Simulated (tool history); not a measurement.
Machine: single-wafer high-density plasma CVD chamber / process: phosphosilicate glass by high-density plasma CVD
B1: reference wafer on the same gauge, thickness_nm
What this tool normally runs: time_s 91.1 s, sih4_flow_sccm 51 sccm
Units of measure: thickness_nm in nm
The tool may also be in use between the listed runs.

Run 1, hour 0.0: usual settings; B1 533.977. Result: thickness_nm 472.415 nm.
Run 2, hour 13.8: usual settings but time_s 103.7 s; B1 534.027. Result: thickness_nm 538.323 nm.
Run 3, hour 20.9: usual settings but time_s 103.7 s; B1 534.093. Result: thickness_nm 538.912 nm.
Run 4, hour 62.4: usual settings; B1 533.990. Result: thickness_nm 474.294 nm.
Run 5, hour 73.0: usual settings; B1 533.962. Result: thickness_nm 474.223 nm.
Run 6, hour 89.8: usual settings; B1 534.083. Result: thickness_nm 473.624 nm.
Run 7, hour 97.7: usual settings but sih4_flow_sccm 55 sccm; B1 533.954. Result: thickness_nm 501.780 nm.
Run 8, hour 113.1: usual settings but sih4_flow_sccm 55 sccm; B1 534.123. Result: thickness_nm 502.064 nm.
Run 9, hour 123.2: usual settings but sih4_flow_sccm 55 sccm; B1 533.991. Result: thickness_nm 502.879 nm.
Run 10, hour 129.4: usual settings but sih4_flow_sccm 58 sccm; B1 534.207. Result: thickness_nm 522.351 nm.
Run 11, hour 139.2: usual settings but sih4_flow_sccm 58 sccm; B1 533.998. Result: thickness_nm 523.533 nm.
Run 12, hour 146.3: usual settings but sih4_flow_sccm 58 sccm; B1 533.920. Result: thickness_nm 525.252 nm.
Run 13, hour 154.0: usual settings but sih4_flow_sccm 46 sccm; B1 534.073. Result: thickness_nm 439.647 nm.
Run 14, hour 161.7: usual settings but sih4_flow_sccm 46 sccm; B1 533.929. Result: thickness_nm 440.582 nm.
Run 15, hour 169.2: usual settings but sih4_flow_sccm 46 sccm; B1 533.889. Result: thickness_nm 439.338 nm.
Run 16, hour 184.1: usual settings; B1 533.943. Result: thickness_nm 476.378 nm.
Run 17, hour 190.8: usual settings; B1 534.106. Result: thickness_nm 475.233 nm.
Run 18, hour 204.7: usual settings but time_s 78.1 s; B1 534.122. Result: thickness_nm 408.491 nm.
Run 19, hour 211.9: usual settings; B1 534.006. Result: thickness_nm 475.173 nm.
Run 20, hour 227.8: usual settings but time_s 76.9 s, sih4_flow_sccm 43 sccm; B1 534.061. Result: thickness_nm 354.992 nm.
Run 21, hour 244.8: usual settings but time_s 102.9 s, sih4_flow_sccm 42 sccm; B1 533.968. Result: thickness_nm 466.356 nm.
Run 22, hour 261.1: usual settings but time_s 102.8 s, sih4_flow_sccm 60 sccm; B1 534.058. Result: thickness_nm 610.623 nm.
Run 23, hour 271.3: usual settings but time_s 104.7 s, sih4_flow_sccm 41 sccm; B1 533.965. Result: thickness_nm 465.911 nm.
Run 24, hour 286.1: usual settings but time_s 84.7 s, sih4_flow_sccm 48 sccm; B1 534.193. Result: thickness_nm 422.934 nm.
Run 25, hour 300.0: usual settings; B1 533.879. Result: thickness_nm 476.705 nm.
Run 26, hour 314.9: usual settings but time_s 98.4 s, sih4_flow_sccm 59 sccm; B1 534.041. Result: thickness_nm 575.779 nm.
Run 27, hour 337.5: usual settings but sih4_flow_sccm 55 sccm; B1 533.995. Result: thickness_nm 484.538 nm.
Run 28, hour 345.1: usual settings but time_s 77.5 s, sih4_flow_sccm 61 sccm; B1 533.807. Result: thickness_nm 445.795 nm.
Run 29, hour 352.1: usual settings but time_s 80.9 s, sih4_flow_sccm 60 sccm; B1 534.054. Result: thickness_nm 460.403 nm.
Run 30, hour 362.2: usual settings but sih4_flow_sccm 54 sccm; B1 534.068. Result: thickness_nm 478.109 nm.
Run 31, hour 375.5: usual settings but time_s 100.1 s; B1 534.161. Result: thickness_nm 503.910 nm.
Run 32, hour 385.0: usual settings but time_s 101.6 s; B1 534.160. Result: thickness_nm 510.690 nm.
Run 33, hour 399.4: usual settings but time_s 74.1 s, sih4_flow_sccm 60 sccm; B1 533.938. Result: thickness_nm 421.650 nm.
Run 34, hour 410.7: usual settings but time_s 83.8 s, sih4_flow_sccm 59 sccm; B1 533.851. Result: thickness_nm 471.610 nm.
Run 35, hour 421.3: usual settings but time_s 102.6 s, sih4_flow_sccm 48 sccm; B1 534.029. Result: thickness_nm 492.508 nm.
Run 36, hour 448.9: usual settings but time_s 77.4 s, sih4_flow_sccm 56 sccm; B1 533.931. Result: thickness_nm 417.377 nm.
Run 37, hour 455.7: usual settings; B1 533.926. Result: thickness_nm 458.220 nm.

Withheld: 2 entries from between the runs. Position of each, and hidden state at the listed run before versus the listed run after:
Run 20 -> run 21: gauge calibrated (hour 243.7)
  delivered silane flow above the setpoint (%): 5.22 -> 5.29
  measured minus no-state result, thickness_nm: +13.336 -> +17.738 nm
Run 26 -> run 27: silane flow controller replaced (hour 337.0)
  delivered silane flow above the setpoint (%): 5.57 -> -0.014
  measured minus no-state result, thickness_nm: +23.028 -> -0.051 nm
